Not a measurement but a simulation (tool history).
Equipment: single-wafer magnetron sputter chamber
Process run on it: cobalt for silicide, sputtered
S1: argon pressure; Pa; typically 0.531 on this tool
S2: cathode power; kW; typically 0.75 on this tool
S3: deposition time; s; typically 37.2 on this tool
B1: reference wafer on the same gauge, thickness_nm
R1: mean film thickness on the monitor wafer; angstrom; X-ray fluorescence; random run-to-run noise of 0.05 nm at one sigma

run	hour	S1	S2	S3	B1	R1
1	0	0.459	0.75	37.2	14.606	147.15
2	81.9	0.459	0.75	37.2	14.592	144.57
3	145.4	0.531	0.75	37.2	14.597	142.51
4	224	0.531	0.75	37.2	14.59	141.97
# hour 239.3: sputter target and shields replaced
5	496.2	0.531	0.75	37.2	14.608	143.73
6	689	0.531	0.75	37.2	14.604	142.15
# hour 885.9: sputter target and shields replaced
7	976.8	0.531	0.75	37.2	14.602	145.63
# hour 1034.1: magnet pack replaced
8	1034.6	0.531	0.75	37.2	14.618	144.29
9	1081.3	0.531	0.75	37.2	14.608	144.11
10	1182.9	0.531	0.75	37.2	14.591	143.11
11	1246.2	0.531	0.75	37.2	14.579	142.69
12	1323.5	0.531	0.75	37.2	14.604	141.35
# hour 1394.9: capacitance manometer re-zeroed and calibrated
13	1420.3	0.531	0.75	37.2	14.6	143.25
14	1468.6	0.41	0.7	37.2	14.6	137.96
# hour 1561.7: sputter target and shields replaced
15	1562.2	0.385	0.75	30.4	14.607	123.99
16	1636.7	0.353	0.85	40.9	14.601	187.21
17	1732.7	0.38	0.8	44.6	14.593	190.21
18	1830.3	0.531	0.75	37.2	14.607	144.56
19	1893.1	0.531	0.75	42.4	14.615	163.73
20	1948.4	0.605	0.85	37.2	14.593	158.8
21	1998.4	0.714	0.7	43.6	14.599	151.66
# hour 2013.6: gauge calibrated
22	2066.1	0.412	0.9	33.6	14.606	154.75
23	2115.9	0.531	0.75	37.2	14.608	142.49
24	2179.3	0.531	0.75	37.2	14.606	141
25	2233.3	0.727	0.6	33.9	14.599	101.7
26	2291.5	0.531	0.75	37.2	14.571	140.44
# hour 2320.8: sputter target and shields replaced
27	2359.5	0.704	0.8	37.2	14.59	148.84
28	2445.2	0.38	0.8	44.6	14.599	190.8
29	2501.7	0.531	0.75	37.2	14.61	144.84
30	2558.7	0.462	0.75	37.2	14.608	147.16
31	2624	0.531	0.75	37.2	14.601	143.92
32	2704.7	0.531	0.85	37.2	14.607	160.14
33	2759.4	0.531	0.75	37.2	14.602	141.42
34	2855.3	0.531	0.9	37.2	14.606	167.28
35	2897.7	0.531	0.75	37.2	14.608	141.59

Each row is a separate what-if for the run after 35, all from the same tool condition, not one after another. Results?
A	2898.1	0.648	0.75	37.2	?	?
B	2898.1	0.531	0.75	42.6	?	?
C	2898.1	0.364	0.6	34.1	?	?
D	2898.1	0.714	0.7	37.2	?	?

run	B1	R1
A	14.598	136.98
B	14.598	161.05
C	14.598	110.04
D	14.598	126.96
Take away the tool's hidden state, keep each run's random variation, and the runs would have read:
run	R1
A	143.14
B	168.04
C	114.57
D	132.77
